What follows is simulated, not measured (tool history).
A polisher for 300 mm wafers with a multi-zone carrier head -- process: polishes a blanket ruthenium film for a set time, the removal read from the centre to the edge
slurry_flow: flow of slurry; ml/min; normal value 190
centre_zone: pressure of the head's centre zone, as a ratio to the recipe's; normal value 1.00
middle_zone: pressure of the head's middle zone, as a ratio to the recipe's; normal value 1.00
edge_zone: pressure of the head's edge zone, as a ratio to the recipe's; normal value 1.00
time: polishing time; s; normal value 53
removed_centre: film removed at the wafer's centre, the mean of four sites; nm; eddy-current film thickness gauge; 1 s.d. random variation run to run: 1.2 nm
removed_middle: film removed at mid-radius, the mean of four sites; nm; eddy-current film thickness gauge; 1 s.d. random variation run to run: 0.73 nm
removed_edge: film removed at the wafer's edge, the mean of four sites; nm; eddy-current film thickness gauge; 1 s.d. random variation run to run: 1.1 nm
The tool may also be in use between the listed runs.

run,hour,slurry_flow,centre_zone,middle_zone,edge_zone,time,"incoming thickness of the incoming film, nm",removed_centre,removed_middle,removed_edge
1,0.0,190,1.00,1.00,1.00,53,250.3,82.1,82.5,85.9
2,37.0,190,1.00,1.00,1.00,53,252.1,79.4,82.4,84.1
# hour 85.2: worn pad replaced by a new one
3,125.2,155,1.00,1.09,1.00,53,250.9,82.5,89.4,88.9
# hour 139.2: centre zone pressure recalibrated
4,162.4,190,1.00,1.00,1.00,53,249.9,86.8,86.2,89.0
5,253.9,140,1.00,1.00,1.09,38,248.5,57.1,57.2,64.3
# hour 268.7: carrier head's membrane replaced by a new one
# hour 286.9: edge zone pressure recalibrated
6,345.5,190,0.92,0.88,0.89,53,251.1,78.8,74.6,82.9
# hour 355.5: slurry nozzle cleaned
7,386.8,190,1.05,1.00,1.06,53,249.0,83.9,83.1,88.0
8,483.3,210,0.93,1.00,1.00,53,245.7,79.0,82.5,85.7
9,546.9,155,0.93,1.11,1.10,53,252.3,72.0,84.2,83.0
# hour 560.9: worn pad replaced by a new one
10,641.5,215,1.00,1.00,1.07,53,245.7,89.1,89.5,97.1
11,683.5,145,0.94,0.89,0.97,53,249.4,77.8,76.7,87.3
12,780.4,190,1.00,1.00,1.00,53,249.8,84.2,85.7,89.7
13,817.1,190,0.96,1.00,0.93,71,249.6,107.5,114.2,116.5
14,900.1,190,1.00,1.00,1.00,35,246.8,52.8,55.5,57.6
# hour 909.4: centre zone pressure recalibrated
# hour 937.5: slurry nozzle cleaned
15,994.1,190,1.00,1.00,1.00,53,248.0,86.4,83.1,86.5
# hour 1007.2: edge zone pressure recalibrated
# hour 1028.8: carrier head's membrane replaced by a new one
16,1039.1,190,1.00,1.00,1.00,34,251.5,53.6,52.5,53.4
17,1092.3,215,1.00,1.10,1.00,53,245.4,83.9,88.4,85.3
# hour 1135.7: worn pad replaced by a new one
18,1141.7,190,1.00,1.00,1.00,53,247.8,91.8,89.6,92.1
19,1185.9,215,1.00,1.00,0.95,46,247.3,79.0,78.5,77.4
20,1240.3,190,1.00,1.00,0.89,53,249.7,88.6,88.4,87.3
21,1285.7,190,1.00,1.00,1.00,53,250.4,88.8,87.5,91.5
22,1332.2,190,1.00,1.00,1.00,53,251.7,86.7,85.8,90.6

4 ways to go on from here, each from the tool as it stands after run 22. What would each give?
A,1332.6,190,1.10,1.00,1.00,53,252.0,?,?,?
B,1332.6,190,1.00,1.07,1.06,64,252.0,?,?,?
C,1332.6,255,0.95,0.96,0.97,53,252.0,?,?,?
D,1332.6,190,0.93,1.00,1.00,53,252.0,?,?,?

run,removed_centre,removed_middle,removed_edge
A,93.6,86.8,91.1
B,105.9,111.0,113.1
C,88.4,87.2,92.5
D,83.4,86.8,91.1
Had the tool no hidden state, the same runs would have come out as:
run,removed_centre,removed_middle,removed_edge
A,99.6,90.3,94.8
B,112.7,115.4,117.6
C,94.1,90.8,96.2
D,88.8,90.3,94.8

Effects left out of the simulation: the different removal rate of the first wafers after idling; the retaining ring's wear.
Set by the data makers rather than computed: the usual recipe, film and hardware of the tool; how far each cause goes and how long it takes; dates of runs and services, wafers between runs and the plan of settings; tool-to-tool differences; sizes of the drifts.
